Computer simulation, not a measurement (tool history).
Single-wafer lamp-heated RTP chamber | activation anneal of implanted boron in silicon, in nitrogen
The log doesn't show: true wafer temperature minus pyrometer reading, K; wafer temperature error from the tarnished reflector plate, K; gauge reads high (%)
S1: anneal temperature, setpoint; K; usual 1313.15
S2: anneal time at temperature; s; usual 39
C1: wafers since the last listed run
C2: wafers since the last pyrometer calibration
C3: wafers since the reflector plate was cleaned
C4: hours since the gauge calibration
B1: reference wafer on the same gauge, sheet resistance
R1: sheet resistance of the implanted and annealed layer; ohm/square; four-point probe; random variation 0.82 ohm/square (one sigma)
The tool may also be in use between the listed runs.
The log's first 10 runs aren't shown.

run	hour	S1	S2	C1	C2	C3	C4	B1	R1
11	651.6	1313.15	21	415	1888	7175	198.4	581.64	553.64
12	711.2	1313.15	21	542	2431	7717	258.0	581.97	555.19
13	743.4	1313.15	39	293	2724	8011	290.2	582.30	548.51
14	807.7	1313.15	39	585	3310	8596	354.5	581.96	549.66
15	835.9	1313.15	39	256	3567	8853	382.7	581.82	549.91
16	901.1	1328.15	39	593	4160	9447	447.9	581.82	547.06
17	964.8	1300.15	49	580	4741	10027	511.6	582.42	549.43
18	991.3	1313.15	39	241	4982	10269	538.1	581.91	548.84
19	1021.0	1298.15	39	270	5252	10539	567.8	582.22	552.28
20	1081.4	1327.15	32	550	5803	11089	628.2	581.80	549.56
21	1152.2	1330.15	39	644	6447	11734	699.0	581.86	547.24
22	1199.6	1285.15	19	431	6879	12166	746.4	581.54	557.92
23	1223.9	1313.15	39	221	7100	12387	770.7	582.10	549.33
# hour 1285.4: reflector plate cleaned
# hour 1291.7: pyrometer window cleaned and pyrometer calibrated
24	1292.2	1313.15	39	491	4	4	839.0	582.22	550.23
25	1358.0	1326.15	39	599	603	603	904.8	582.41	546.71
26	1404.5	1313.15	49	423	1027	1027	951.3	582.08	546.06
27	1446.1	1297.15	53	378	1405	1405	992.9	582.04	549.63
28	1499.1	1325.15	39	482	1888	1888	1045.9	582.23	546.31

Forecast run 29:
29	1539.1	1313.15	39	364	2253	2253	1085.9	?	?

B1: 582.02
R1: 548.01 ohm/square
Without the tool's hidden state the same run would have given R1 548.01 ohm/square.
